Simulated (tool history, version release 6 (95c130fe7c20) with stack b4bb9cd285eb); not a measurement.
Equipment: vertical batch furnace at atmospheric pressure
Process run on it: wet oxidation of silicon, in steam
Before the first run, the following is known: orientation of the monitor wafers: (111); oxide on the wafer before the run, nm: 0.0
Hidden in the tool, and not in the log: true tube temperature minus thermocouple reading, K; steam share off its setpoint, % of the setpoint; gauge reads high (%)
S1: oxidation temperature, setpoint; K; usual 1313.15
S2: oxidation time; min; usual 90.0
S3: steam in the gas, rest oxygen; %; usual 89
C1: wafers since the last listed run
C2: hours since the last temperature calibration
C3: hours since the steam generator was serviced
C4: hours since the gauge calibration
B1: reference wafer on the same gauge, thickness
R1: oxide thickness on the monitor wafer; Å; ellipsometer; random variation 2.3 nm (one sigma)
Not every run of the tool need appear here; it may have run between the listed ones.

Run 1, hour 0.0: usual settings; C1 0; C2 1117.1; C3 954.1; C4 42.8; B1 618.82. Result: R1 6343.4 Å.
Run 2, hour 46.8: usual settings but S2 59.0 min, S3 84 %; C1 362; C2 1163.9; C3 1000.9; C4 89.6; B1 619.98. Result: R1 4808.7 Å.
Run 3, hour 100.4: usual settings but S2 59.0 min, S3 84 %; C1 414; C2 1217.5; C3 1054.5; C4 143.2; B1 619.75. Result: R1 4823.3 Å.
Run 4, hour 133.4: usual settings but S2 59.0 min, S3 84 %; C1 255; C2 1250.5; C3 1087.5; C4 176.2; B1 619.45. Result: R1 4795.2 Å.
Run 5, hour 166.0: usual settings but S1 1320.15 K; C1 252; C2 1283.1; C3 1120.1; C4 208.8; B1 619.00. Result: R1 6493.0 Å.
Run 6, hour 213.2: usual settings but S1 1320.15 K; C1 365; C2 1330.3; C3 1167.3; C4 256.0; B1 619.44. Result: R1 6498.4 Å.
Run 7, hour 257.2: usual settings but S1 1320.15 K; C1 340; C2 1374.3; C3 1211.3; C4 300.0; B1 617.49. Result: R1 6480.9 Å.
Run 8, hour 287.3: usual settings but S1 1327.15 K; C1 232; C2 1404.4; C3 1241.4; C4 330.1; B1 619.02. Result: R1 6653.5 Å.
Run 9, hour 312.6: usual settings but S1 1327.15 K; C1 195; C2 1429.7; C3 1266.7; C4 355.4; B1 619.28. Result: R1 6695.3 Å.
Run 10, hour 357.1: usual settings but S1 1327.15 K; C1 344; C2 1474.2; C3 1311.2; C4 399.9; B1 618.00. Result: R1 6639.7 Å.
Run 11, hour 421.9: usual settings but S2 78.5 min; C1 501; C2 1539.0; C3 1376.0; C4 464.7; B1 619.42. Result: R1 5822.7 Å.
Run 12, hour 466.0: usual settings but S2 78.5 min; C1 341; C2 1583.1; C3 1420.1; C4 508.8; B1 619.84. Result: R1 5853.0 Å.
Run 13, hour 503.0: usual settings but S2 78.5 min; C1 286; C2 1620.1; C3 1457.1; C4 545.8; B1 618.71. Result: R1 5839.5 Å.
Run 14, hour 547.7: usual settings but S1 1337.15 K, S2 115.5 min; C1 345; C2 1664.8; C3 1501.8; C4 590.5; B1 619.92. Result: R1 7909.5 Å.
At hour 591.1: steam generator serviced.
Run 15, hour 755.4: usual settings but S1 1322.15 K; C1 1421; C2 1872.5; C3 164.3; C4 798.2; B1 619.25. Result: R1 6753.3 Å.
Run 16, hour 806.4: usual settings but S2 71.0 min, S3 82 %; C1 394; C2 1923.5; C3 215.3; C4 849.2; B1 619.37. Result: R1 5414.5 Å.
At hour 812.4: gauge calibrated.
Run 17, hour 843.1: usual settings but S1 1335.15 K, S2 128.0 min; C1 284; C2 1960.2; C3 252.0; C4 30.7; B1 617.86. Result: R1 8583.2 Å.
At hour 870.0: thermocouples replaced and temperature profile calibrated.
Run 18, hour 871.0: usual settings but S2 112.5 min, S3 84 %; C1 30; C2 1.0; C3 279.9; C4 58.6; B1 618.91. Result: R1 7099.5 Å.
Run 19, hour 910.3: usual settings; C1 304; C2 40.3; C3 319.2; C4 97.9; B1 619.11. Result: R1 6476.8 Å.
Run 20, hour 951.3: usual settings but S1 1305.15 K, S2 54.5 min, S3 86 %; C1 317; C2 81.3; C3 360.2; C4 138.9; B1 619.01. Result: R1 4556.8 Å.
Run 21, hour 1008.3: usual settings but S2 47.5 min; C1 441; C2 138.3; C3 417.2; C4 195.9; B1 620.09. Result: R1 4440.9 Å.
Run 22, hour 1046.7: usual settings; C1 297; C2 176.7; C3 455.6; C4 234.3; B1 618.84. Result: R1 6401.9 Å.
Run 23, hour 1096.8: usual settings; C1 387; C2 226.8; C3 505.7; C4 284.4; B1 618.45. Result: R1 6361.7 Å.
Run 24, hour 1137.6: usual settings but S1 1307.15 K, S3 96 %; C1 315; C2 267.6; C3 546.5; C4 325.2; B1 618.14. Result: R1 6524.2 Å.
Run 25, hour 1165.5: usual settings but S1 1322.15 K, S2 58.5 min, S3 78 %; C1 215; C2 295.5; C3 574.4; C4 353.1; B1 619.72. Result: R1 4837.9 Å.
Run 26, hour 1194.5: usual settings; C1 224; C2 324.5; C3 603.4; C4 382.1; B1 619.42. Result: R1 6368.1 Å.

Measured less the same run without the tool's hidden state. The same run-to-run variation is in both; the gauge's scatter may not be:
run      R1
  1  -307.4
  2  -243.7
  3  -248.2
  4  -248.9
  5  -326.7
  6  -330.4
  7  -332.5
  8  -340.3
  9  -343.9
 10  -343.6
 11  -312.0
 12  -315.5
 13  -316.2
 14  -410.4
 15  -122.8
 16  -120.5
 17  -199.0
 18  -181.6
 19  -181.2
 20  -143.7
 21  -151.6
 22  -220.5
 23  -231.9
 24  -248.5
 25  -192.1
 26  -253.7
